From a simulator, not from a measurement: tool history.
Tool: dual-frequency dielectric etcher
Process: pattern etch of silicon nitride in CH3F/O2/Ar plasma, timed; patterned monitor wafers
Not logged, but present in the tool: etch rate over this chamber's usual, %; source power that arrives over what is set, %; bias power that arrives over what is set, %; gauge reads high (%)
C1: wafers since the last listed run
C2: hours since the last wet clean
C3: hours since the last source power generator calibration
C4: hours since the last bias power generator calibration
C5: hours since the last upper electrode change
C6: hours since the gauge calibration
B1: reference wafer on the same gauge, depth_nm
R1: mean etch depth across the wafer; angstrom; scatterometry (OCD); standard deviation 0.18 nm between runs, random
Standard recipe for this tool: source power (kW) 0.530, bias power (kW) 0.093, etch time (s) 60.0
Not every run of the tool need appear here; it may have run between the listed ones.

Run 1, hour 0.0: usual settings but source power (kW) 0.560; C1 0; C2 363.5; C3 276.0; C4 2476.7; C5 1336.4; C6 1324.2; B1 53.3. Result: R1 511 angstrom.
At hour 68.7: wet clean of the chamber.
Run 2, hour 69.2: usual settings; C1 435; C2 0.5; C3 345.2; C4 2545.9; C5 1405.6; C6 1393.4; B1 53.3. Result: R1 502 angstrom.
Run 3, hour 126.2: usual settings; C1 548; C2 57.5; C3 402.2; C4 2602.9; C5 1462.6; C6 1450.4; B1 53.3. Result: R1 501 angstrom.
Run 4, hour 193.3: usual settings; C1 646; C2 124.6; C3 469.3; C4 2670.0; C5 1529.7; C6 1517.5; B1 53.3. Result: R1 500 angstrom.
Run 5, hour 263.1: usual settings; C1 672; C2 194.4; C3 539.1; C4 2739.8; C5 1599.5; C6 1587.3; B1 53.2. Result: R1 498 angstrom.
Run 6, hour 305.9: usual settings; C1 412; C2 237.2; C3 581.9; C4 2782.6; C5 1642.3; C6 1630.1; B1 53.3. Result: R1 500 angstrom.
Run 7, hour 345.0: usual settings; C1 376; C2 276.3; C3 621.0; C4 2821.7; C5 1681.4; C6 1669.2; B1 53.3. Result: R1 502 angstrom.
Run 8, hour 405.4: usual settings; C1 581; C2 336.7; C3 681.4; C4 2882.1; C5 1741.8; C6 1729.6; B1 53.3. Result: R1 497 angstrom.
Run 9, hour 446.8: usual settings; C1 398; C2 378.1; C3 722.8; C4 2923.5; C5 1783.2; C6 1771.0; B1 53.3. Result: R1 499 angstrom.
Run 10, hour 491.2: usual settings; C1 427; C2 422.5; C3 767.2; C4 2967.9; C5 1827.6; C6 1815.4; B1 53.3. Result: R1 497 angstrom.
At hour 601.4: wet clean of the chamber.
Run 11, hour 698.1: usual settings; C1 1761; C2 96.7; C3 974.1; C4 3174.8; C5 2034.5; C6 2022.3; B1 53.3. Result: R1 498 angstrom.
Run 12, hour 752.0: usual settings; C1 519; C2 150.6; C3 1028.0; C4 3228.7; C5 2088.4; C6 2076.2; B1 53.3. Result: R1 498 angstrom.
Run 13, hour 836.6: usual settings; C1 814; C2 235.2; C3 1112.6; C4 3313.3; C5 2173.0; C6 2160.8; B1 53.3. Result: R1 496 angstrom.
At hour 975.3: gauge calibrated.
At hour 1067.6: wet clean of the chamber.
At hour 1096.8: upper electrode replaced.
Run 14, hour 1148.5: usual settings; C1 2541; C2 80.9; C3 1424.5; C4 3625.2; C5 51.7; C6 173.2; B1 53.3. Result: R1 495 angstrom.
Run 15, hour 1227.7: usual settings but bias power (kW) 0.109, etch time (s) 44.5; C1 762; C2 160.1; C3 1503.7; C4 3704.4; C5 130.9; C6 252.4; B1 53.3. Result: R1 392 angstrom.
At hour 1259.5: bias power generator calibrated.
Run 16, hour 1320.3: usual settings; C1 853; C2 252.7; C3 1596.3; C4 60.8; C5 223.5; C6 345.0; B1 53.3. Result: R1 500 angstrom.
Run 17, hour 1371.7: usual settings but etch time (s) 52.0; C1 494; C2 304.1; C3 1647.7; C4 112.2; C5 274.9; C6 396.4; B1 53.3. Result: R1 434 angstrom.
Run 18, hour 1454.4: usual settings; C1 796; C2 386.8; C3 1730.4; C4 194.9; C5 357.6; C6 479.1; B1 53.3. Result: R1 500 angstrom.
Run 19, hour 1499.1: usual settings but source power (kW) 0.570, etch time (s) 70.5; C1 430; C2 431.5; C3 1775.1; C4 239.6; C5 402.3; C6 523.8; B1 53.3. Result: R1 603 angstrom.
At hour 1564.8: wet clean of the chamber.
Run 20, hour 1565.3: usual settings but source power (kW) 0.450, etch time (s) 48.5; C1 406; C2 0.5; C3 1841.3; C4 305.8; C5 468.5; C6 590.0; B1 53.3. Result: R1 384 angstrom.
Run 21, hour 1646.5: usual settings but bias power (kW) 0.084, etch time (s) 67.5; C1 781; C2 81.7; C3 1922.5; C4 387.0; C5 549.7; C6 671.2; B1 53.3. Result: R1 538 angstrom.
At hour 1665.5: source power generator calibrated.
Run 22, hour 1731.1: usual settings but bias power (kW) 0.111; C1 776; C2 166.3; C3 65.6; C4 471.6; C5 634.3; C6 755.8; B1 53.3. Result: R1 543 angstrom.
Run 23, hour 1793.7: usual settings but bias power (kW) 0.112; C1 602; C2 228.9; C3 128.2; C4 534.2; C5 696.9; C6 818.4; B1 53.3. Result: R1 548 angstrom.
Run 24, hour 1879.9: usual settings; C1 830; C2 315.1; C3 214.4; C4 620.4; C5 783.1; C6 904.6; B1 53.3. Result: R1 509 angstrom.
Run 25, hour 1961.3: usual settings but source power (kW) 0.580, bias power (kW) 0.082; C1 783; C2 396.5; C3 295.8; C4 701.8; C5 864.5; C6 986.0; B1 53.3. Result: R1 499 angstrom.
At hour 2066.0: wet clean of the chamber.
Run 26, hour 2153.7: usual settings but source power (kW) 0.600, bias power (kW) 0.101, etch time (s) 48.0; C1 1621; C2 87.7; C3 488.2; C4 894.2; C5 1056.9; C6 1178.4; B1 53.3. Result: R1 432 angstrom.
Run 27, hour 2254.9: usual settings but bias power (kW) 0.109, etch time (s) 44.5; C1 974; C2 188.9; C3 589.4; C4 995.4; C5 1158.1; C6 1279.6; B1 53.3. Result: R1 398 angstrom.
Run 28, hour 2324.8: usual settings but source power (kW) 0.480, bias power (kW) 0.078; C1 673; C2 258.8; C3 659.3; C4 1065.3; C5 1228.0; C6 1349.5; B1 53.3. Result: R1 459 angstrom.
Run 29, hour 2425.3: usual settings; C1 967; C2 359.3; C3 759.8; C4 1165.8; C5 1328.5; C6 1450.0; B1 53.3. Result: R1 504 angstrom.

For each run, the measured value with the value that run would have given without the tool's hidden condition subtracted. The run-to-run variation is shared by both, the gauge scatter possibly not:
run   R1
  1   -7
  2   -8
  3   -8
  4   -8
  5   -9
  6   -9
  7   -9
  8   -9
  9  -10
 10  -10
 11  -12
 12  -12
 13  -12
 14  -14
 15  -12
 16   -7
 17   -6
 18   -8
 19  -10
 20   -7
 21  -11
 22   -2
 23   -2
 24   -2
 25   -2
 26   -3
 27   -3
 28   -4
 29   -4

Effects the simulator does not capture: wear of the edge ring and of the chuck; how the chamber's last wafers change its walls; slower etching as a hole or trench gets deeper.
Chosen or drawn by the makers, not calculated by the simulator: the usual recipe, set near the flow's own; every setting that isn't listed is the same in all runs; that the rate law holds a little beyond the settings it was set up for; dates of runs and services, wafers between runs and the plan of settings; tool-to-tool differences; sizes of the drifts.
